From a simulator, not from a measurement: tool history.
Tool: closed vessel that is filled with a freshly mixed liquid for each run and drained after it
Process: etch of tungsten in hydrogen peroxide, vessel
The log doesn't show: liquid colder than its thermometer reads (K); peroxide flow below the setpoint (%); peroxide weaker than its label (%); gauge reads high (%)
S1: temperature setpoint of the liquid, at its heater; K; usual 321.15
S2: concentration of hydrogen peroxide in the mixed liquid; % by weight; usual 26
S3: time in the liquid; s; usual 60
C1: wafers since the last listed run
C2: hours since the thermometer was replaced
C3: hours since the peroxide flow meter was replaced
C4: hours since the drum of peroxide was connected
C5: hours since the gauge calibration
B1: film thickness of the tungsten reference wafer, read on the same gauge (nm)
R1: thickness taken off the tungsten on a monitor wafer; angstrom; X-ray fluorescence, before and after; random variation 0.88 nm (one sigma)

| run | hour | S1 | S2 | S3 | C1 | C2 | C3 | C4 | C5 | B1 | R1 |
|---|---|---|---|---|---|---|---|---|---|---|---|
| 1 | 0 | 321.15 | 26 | 60 | 0 | 58.7 | 54 | 129.2 | 1994.9 | 150 | 1628.1 |
| 2 | 24 | 321.15 | 26 | 60 | 2349 | 82.7 | 78 | 153.2 | 2018.9 | 149.99 | 1630.9 |
| 3 | 179.5 | 321.15 | 29.5 | 75 | 15220 | 238.2 | 233.5 | 308.7 | 2174.4 | 149.97 | 2118.3 |
| 4 | 213 | 327.15 | 26 | 75 | 3278 | 271.7 | 267 | 342.2 | 2207.9 | 149.98 | 2867.4 |
| 5 | 270.4 | 327.15 | 26 | 75 | 5618 | 329.1 | 324.4 | 399.6 | 2265.3 | 149.99 | 2842.1 |
|  | 297.4 | gauge calibrated |
| 6 | 307.5 | 321.15 | 26 | 60 | 3631 | 366.2 | 361.5 | 436.7 | 10.1 | 149.97 | 1561 |
|  | 326.7 | new drum of peroxide connected |
| 7 | 350.7 | 321.15 | 26 | 60 | 4130 | 409.4 | 404.7 | 24 | 53.3 | 149.99 | 1628.5 |
|  | 366.6 | peroxide flow meter replaced |
| 8 | 375.9 | 321.15 | 26 | 60 | 2368 | 434.6 | 9.3 | 49.2 | 78.5 | 150.01 | 1664.9 |
| 9 | 416.1 | 328.65 | 26 | 70 | 3934 | 474.8 | 49.5 | 89.4 | 118.7 | 149.98 | 3051.9 |
| 10 | 441.5 | 316.15 | 26 | 60 | 2486 | 500.2 | 74.9 | 114.8 | 144.1 | 150 | 1204.7 |
| 11 | 490.8 | 321.15 | 26 | 60 | 4825 | 549.5 | 124.2 | 164.1 | 193.4 | 150.01 | 1626.8 |
| 12 | 543.6 | 316.65 | 21.5 | 95 | 5167 | 602.3 | 177 | 216.9 | 246.2 | 149.97 | 1755.8 |
| 13 | 589.2 | 311.65 | 26 | 60 | 4463 | 647.9 | 222.6 | 262.5 | 291.8 | 150.01 | 872.5 |
| 14 | 632.5 | 321.15 | 30 | 90 | 4238 | 691.2 | 265.9 | 305.8 | 335.1 | 149.96 | 2600.4 |
|  | 690.5 | thermometer replaced |
| 15 | 691 | 318.65 | 30 | 70 | 5627 | 0.5 | 324.4 | 364.3 | 393.6 | 150 | 1701.6 |
| 16 | 737.5 | 321.15 | 26 | 60 | 4551 | 47 | 370.9 | 410.8 | 440.1 | 150.05 | 1588.9 |

Forecast run 17:
| 17 | 764.5 | 321.15 | 30 | 60 | 2642 | 74 | 397.9 | 437.8 | 467.1 | ? | ? |

{"run 17": {"B1": 150.01, "R1": 1684.1}}
Without the tool's hidden state the same run would have given R1 1796.5 angstrom.
